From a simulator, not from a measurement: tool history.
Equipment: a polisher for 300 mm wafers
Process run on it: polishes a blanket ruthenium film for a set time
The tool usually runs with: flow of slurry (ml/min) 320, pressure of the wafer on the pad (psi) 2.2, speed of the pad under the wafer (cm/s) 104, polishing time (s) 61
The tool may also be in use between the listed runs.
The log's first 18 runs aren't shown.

run   hour  flow of slurry (ml/min)  pressure of the wafer on the pad (psi)  speed of the pad under the wafer (cm/s)  polishing time (s)  wafers since the last listed run  wafers polished on this pad  hours since the slurry nozzle was cleaned  hours since the head pressure was calibrated  incoming thickness of the incoming film, nm  film removed (angstrom)
     248.8  -- slurry nozzle cleaned
     249.2  -- worn pad replaced by a new one
 19  250.6                      215                                     2.9                                      116                  55                               132                           13                                        1.8                                        1177.6                                        276.1                     1077
 20  258.4                      320                                     2.2                                      104                  61                                73                           86                                        9.6                                        1185.4                                        273.7                      858
     263.8  -- head pressure recalibrated
 21  265.7                      320                                     2.2                                      104                  61                                49                          136                                       16.9                                           1.9                                        280.9                      847
 22  312.8                      375                                     1.9                                      104                  74                               443                          580                                         64                                            49                                        277.7                      875
     338.9  -- worn pad replaced by a new one
 23  365.2                      320                                     2.9                                       88                  53                               456                          247                                      116.4                                         101.4                                        277.7                      802
 24  381.9                      320                                     2.2                                      104                  61                               157                          404                                      133.1                                         118.1                                        280.1                      808
 25  391.1                      230                                     1.8                                      104                  61                                86                          491                                      142.3                                         127.3                                        282.2                      653
 26  404.5                      320                                       2                                      104                  61                               126                          618                                      155.7                                         140.7                                        281.1                      741
     426.1  -- worn pad replaced by a new one
 27  426.6                      320                                     2.2                                       70                  80                               170                            5                                      177.8                                         162.8                                        284.3                      745
 28  431.9                      320                                     1.8                                       94                  61                                49                           54                                      183.1                                         168.1                                        278.4                      607
 29  440.6                      220                                     2.5                                      104                  51                                82                          136                                      191.8                                         176.8                                        280.3                      725
 30  458.2                      320                                     2.2                                      104                  61                               165                          302                                      209.4                                         194.4                                        277.6                      835
 31  470.4                      390                                     2.2                                      134                  45                               115                          417                                      221.6                                         206.6                                        282.7                      808
 32  479.1                      390                                     2.2                                      134                  45                                82                          499                                      230.3                                         215.3                                        284.2                      796
 33  510.9                      290                                     2.9                                      130                  61                               299                          799                                      262.1                                         247.1                                        281.9                     1302

Here are 3 independent what-if runs from the current tool condition. What would each one return?
  A  511.3                      320                                     2.2                                      104                  61                                 3                          803                                      262.5                                         247.5                                          281                        ?
  B  511.3                      240                                     1.7                                      120                  44                                 3                          803                                      262.5                                         247.5                                          281                        ?
  C  511.3                      320                                     2.2                                      104                  74                                 3                          803                                      262.5                                         247.5                                          281                        ?

run  film removed (angstrom)
  A                      810
  B                      497
  C                      982
Stripped of hidden state, with their random variation kept, the same runs would have yielded:
run  film removed (angstrom)
  A                      843
  B                      525
  C                     1023
